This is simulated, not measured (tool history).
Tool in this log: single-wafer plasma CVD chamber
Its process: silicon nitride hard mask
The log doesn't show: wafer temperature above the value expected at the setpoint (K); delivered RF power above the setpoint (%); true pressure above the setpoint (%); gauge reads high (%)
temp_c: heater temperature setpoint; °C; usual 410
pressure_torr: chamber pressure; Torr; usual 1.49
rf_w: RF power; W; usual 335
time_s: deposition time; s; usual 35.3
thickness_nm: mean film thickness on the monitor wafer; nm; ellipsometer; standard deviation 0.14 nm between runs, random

run     day  temp_c  pressure_torr  rf_w  time_s  wafers since the last listed run  hours since the last thermocouple change  hours since the last RF generator calibration  hours since the last manometer calibration  hours since the showerhead was replaced  hours since the gauge calibration  read-back reference wafer on the same gauge, thickness_nm  thickness_nm
  1       0     399           1.49   335    35.3                                 0                                     907.9                                         1671.1                                      2360.7                                   3165.3                              542.9                                                     38.024        44.272
  2   1.104     410           1.49   335    35.3                               724                                     934.4                                         1697.6                                      2387.2                                   3191.8                              569.4                                                     37.999        43.818
  3   2.958     410           1.49   335    35.3                              1216                                     978.9                                         1742.1                                      2431.7                                   3236.3                              613.9                                                     37.975          44.1
  4     5.7     410           1.49   335    35.3                              1798                                    1044.7                                         1807.9                                      2497.5                                   3302.1                              679.7                                                     37.986        43.919
  5   7.538     410           1.49   335    35.3                              1205                                    1088.8                                           1852                                      2541.6                                   3346.2                              723.8                                                     38.009        43.824
  6   8.767     410           1.49   335    35.3                               806                                    1118.3                                         1881.5                                      2571.1                                   3375.7                              753.3                                                     37.988        43.771
      9.829  -- capacitance manometer re-zeroed and calibrated
  7   9.904     410           1.49   335    35.3                               527                                    1145.6                                         1908.8                                         1.8                                     3403                              780.6                                                     38.037        43.823
  8  12.542     410           1.69   335    35.3                              1729                                    1208.9                                         1972.1                                        65.1                                   3466.3                              843.9                                                     37.991        44.581
       14.1  -- thermocouple changed; heater temperature recalibrated
  9  14.562     410           1.38   335    31.3                              1106                                      11.1                                         2020.6                                       113.6                                   3514.8                              892.4                                                     37.993        38.234
 10  16.425     410           1.68   335    31.3                              1221                                      55.8                                         2065.3                                       158.3                                   3559.5                              937.1                                                     37.962        39.642
     17.758  -- gauge calibrated
     18.612  -- showerhead replaced
 11  18.633     410           1.49   335    35.3                              1229                                     108.8                                         2118.3                                       211.3                                      0.5                                 21                                                     37.994        43.815
     20.508  -- RF generator calibrated
 12    20.7     417           1.61   285    37.1                              1136                                     158.4                                            4.6                                       260.9                                     50.1                               70.6                                                     37.997        43.506
 13    22.1     410           1.28   275    35.3                               918                                       192                                           38.2                                       294.5                                     83.7                              104.2                                                     38.024        38.923
 14  25.012     403           1.39   335    32.8                              1910                                     261.9                                          108.1                                       364.4                                    153.6                              174.1                                                     38.046        41.482
 15   26.75     410           1.49   335    35.3                              1139                                     303.6                                          149.8                                       406.1                                    195.3                              215.8                                                     37.998        45.354
 16  29.096     423            1.8   350    35.3                              1538                                     359.9                                          206.1                                       462.4                                    251.6                              272.1                                                     37.961        48.001
 17    30.1     421           1.77   370    38.2                               658                                       384                                          230.2                                       486.5                                    275.7                              296.2                                                     38.027        53.064

Alternative continuations, all from the tool just after run 17; predict every row:
  A  30.117     410           1.49   335    35.3                                10                                     384.4                                          230.6                                       486.9                                    276.1                              296.6                                                          ?             ?
  B  30.117     410           1.23   395    35.3                                10                                     384.4                                          230.6                                       486.9                                    276.1                              296.6                                                          ?             ?
  C  30.117     410           1.73   290    35.3                                10                                     384.4                                          230.6                                       486.9                                    276.1                              296.6                                                          ?             ?
  D  30.117     404           1.49   335    32.9                                10                                     384.4                                          230.6                                       486.9                                    276.1                              296.6                                                          ?             ?

run  read-back reference wafer on the same gauge, thickness_nm  thickness_nm
  A                                                      37.99        45.403
  B                                                      37.99        48.174
  C                                                      37.99         42.78
  D                                                      37.99        42.447
Without the tool's hidden state the same runs would have given:
run  thickness_nm
  A         45.67
  B        48.444
  C        43.052
  D        42.697
